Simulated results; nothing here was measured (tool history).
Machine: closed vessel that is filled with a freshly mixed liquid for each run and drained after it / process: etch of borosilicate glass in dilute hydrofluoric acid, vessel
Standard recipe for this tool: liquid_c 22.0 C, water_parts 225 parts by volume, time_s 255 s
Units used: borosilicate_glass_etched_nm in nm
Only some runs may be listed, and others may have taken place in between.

| run | hour | liquid_c | water_parts | time_s | read-back film thickness of the borosilicate glass reference wafer, read on the same gauge (nm) | borosilicate_glass_etched_nm |
|---|---|---|---|---|---|---|
| 1 | 0.0 | 22.0 | 225 | 340 | 60.00 | 47.65 |
| 2 | 47.9 | 22.0 | 225 | 340 | 59.97 | 47.22 |
| 3 | 149.8 | 22.0 | 225 | 365 | 60.04 | 50.46 |
| 4 | 230.9 | 22.0 | 225 | 365 | 60.03 | 50.81 |
| 5 | 325.5 | 22.0 | 225 | 365 | 60.02 | 50.89 |
| 6 | 361.9 | 22.0 | 225 | 255 | 59.99 | 35.25 |
| 7 | 406.4 | 22.0 | 225 | 255 | 60.01 | 35.08 |
| 8 | 504.5 | 22.0 | 225 | 255 | 60.02 | 34.77 |
| 9 | 605.7 | 22.0 | 225 | 255 | 59.99 | 34.87 |
| 10 | 644.3 | 22.0 | 225 | 255 | 59.97 | 34.53 |
|  | 714.6 | gauge calibrated |
| 11 | 724.0 | 22.0 | 195 | 255 | 59.98 | 41.41 |
| 12 | 818.9 | 22.0 | 195 | 255 | 60.00 | 40.49 |
| 13 | 885.0 | 22.0 | 225 | 255 | 60.00 | 34.19 |
| 14 | 929.0 | 22.0 | 225 | 255 | 60.00 | 33.97 |
| 15 | 1011.3 | 19.5 | 195 | 125 | 59.98 | 17.85 |

Run 16 is up next; what results do you expect?
| 16 | 1087.9 | 24.5 | 185 | 170 | ? | ? |

read-back film thickness of the borosilicate glass reference wafer, read on the same gauge (nm): 60.01
borosilicate_glass_etched_nm: 30.93 nm
Had the tool carried no hidden state, the very same run would have given borosilicate_glass_etched_nm 33.60 nm.
